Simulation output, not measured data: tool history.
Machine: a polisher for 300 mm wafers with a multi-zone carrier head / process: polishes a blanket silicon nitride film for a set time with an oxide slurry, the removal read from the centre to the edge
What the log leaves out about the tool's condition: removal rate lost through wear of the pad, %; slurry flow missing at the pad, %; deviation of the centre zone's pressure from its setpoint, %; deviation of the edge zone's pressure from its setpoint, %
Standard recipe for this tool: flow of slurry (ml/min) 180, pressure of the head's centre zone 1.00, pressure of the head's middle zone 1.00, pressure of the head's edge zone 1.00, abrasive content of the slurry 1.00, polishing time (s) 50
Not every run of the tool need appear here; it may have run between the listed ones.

run	hour	flow of slurry (ml/min)	pressure of the head's centre zone	pressure of the head's middle zone	pressure of the head's edge zone	abrasive content of the slurry	polishing time (s)	wafers since the last listed run	wafers polished on this pad	hours since the slurry nozzle was cleaned	hours since the centre zone pressure was calibrated	hours since the edge zone pressure was calibrated	hours since the carrier head's membrane was replaced	incoming thickness of the incoming film, nm	film removed at the wafer's centre (Å)	film removed at mid-radius (Å)	film removed at the wafer's edge (Å)
1	0.0	180	1.00	1.00	1.00	1.00	50	0	772	87.5	639.0	932.8	1002.4	384.6	188	200	201
2	25.9	180	1.00	1.00	1.00	1.00	36	236	1009	113.4	664.9	958.7	1028.3	388.0	136	145	143
# hour 40.9: worn pad replaced by a new one
3	60.8	180	1.00	0.91	1.00	1.00	50	282	181	148.3	699.8	993.6	1063.2	392.7	186	193	198
4	89.7	180	1.00	1.00	1.03	1.00	50	263	445	177.2	728.7	1022.5	1092.1	384.6	186	200	200
5	107.6	180	1.00	1.00	1.03	1.00	50	163	609	195.1	746.6	1040.4	1110.0	386.6	187	204	203
6	131.3	180	1.00	1.00	1.03	1.00	50	216	825	218.8	770.3	1064.1	1133.7	396.5	185	208	200
# hour 145.5: edge zone pressure recalibrated
7	156.1	180	1.00	1.00	1.07	1.00	50	208	1033	243.6	795.1	10.6	1158.5	392.9	189	207	204
# hour 160.9: worn pad replaced by a new one
8	191.5	180	1.00	1.00	1.00	1.00	50	286	279	279.0	830.5	46.0	1193.9	385.5	186	201	202
# hour 206.3: slurry nozzle cleaned
9	211.2	220	1.00	1.00	1.00	1.00	67	170	450	4.9	850.2	65.7	1213.6	387.1	256	275	271
# hour 233.9: carrier head's membrane replaced by a new one
10	234.4	180	1.04	1.00	0.96	0.75	50	166	616	28.1	873.4	88.9	0.5	388.6	166	176	173
# hour 262.8: centre zone pressure recalibrated
11	265.0	225	1.00	1.00	1.06	1.00	50	261	877	58.7	2.2	119.5	31.1	385.5	204	201	209
# hour 280.9: worn pad replaced by a new one
12	281.4	180	1.00	1.00	1.00	1.00	50	113	4	75.1	18.6	135.9	47.5	382.2	196	204	198
13	312.9	210	1.04	1.09	0.91	1.00	50	287	292	106.6	50.1	167.4	79.0	388.3	210	213	196
14	338.0	235	1.08	1.00	0.93	1.00	50	229	521	131.7	75.2	192.5	104.1	384.9	221	211	199
15	368.1	210	1.04	1.09	0.91	1.00	50	274	796	161.8	105.3	222.6	134.2	385.6	210	213	195
16	382.4	180	0.97	1.00	1.00	1.00	50	130	927	176.1	119.6	236.9	148.5	388.6	190	204	200
17	404.4	180	1.05	0.93	1.00	1.00	50	200	1128	198.1	141.6	258.9	170.5	385.2	205	195	197
# hour 433.4: worn pad replaced by a new one
18	435.1	180	1.00	1.12	1.00	1.15	50	243	15	228.8	172.3	289.6	201.2	393.1	202	223	213
19	461.8	220	1.00	0.92	1.00	1.00	44	243	259	255.5	199.0	316.3	227.9	394.0	170	177	177
20	487.4	180	1.05	0.92	1.00	1.00	50	233	493	281.1	224.6	341.9	253.5	389.3	203	196	201
21	502.1	180	1.00	1.00	1.00	0.75	50	134	627	295.8	239.3	356.6	268.2	393.7	174	174	177

Forecast each of these 5 alternatives for the next run:
A	502.5	180	1.00	1.00	1.00	1.00	45	3	630	296.2	239.7	357.0	268.6	396.9	?	?	?
B	502.5	165	0.90	1.00	1.00	1.00	50	3	630	296.2	239.7	357.0	268.6	396.9	?	?	?
C	502.5	220	1.00	1.08	1.05	1.00	33	3	630	296.2	239.7	357.0	268.6	396.9	?	?	?
D	502.5	155	1.00	1.00	0.96	0.80	50	3	630	296.2	239.7	357.0	268.6	396.9	?	?	?
E	502.5	235	1.11	1.00	1.07	1.00	39	3	630	296.2	239.7	357.0	268.6	396.9	?	?	?

run	film removed at the wafer's centre (Å)	film removed at mid-radius (Å)	film removed at the wafer's edge (Å)
A	176	181	181
B	174	199	200
C	132	141	137
D	175	180	179
E	175	161	164
With the hidden condition removed and each run's random variation left untouched, the same runs would have given:
run	film removed at the wafer's centre (Å)	film removed at mid-radius (Å)	film removed at the wafer's edge (Å)
A	183	181	181
B	181	199	200
C	138	141	137
D	182	180	179
E	182	161	164
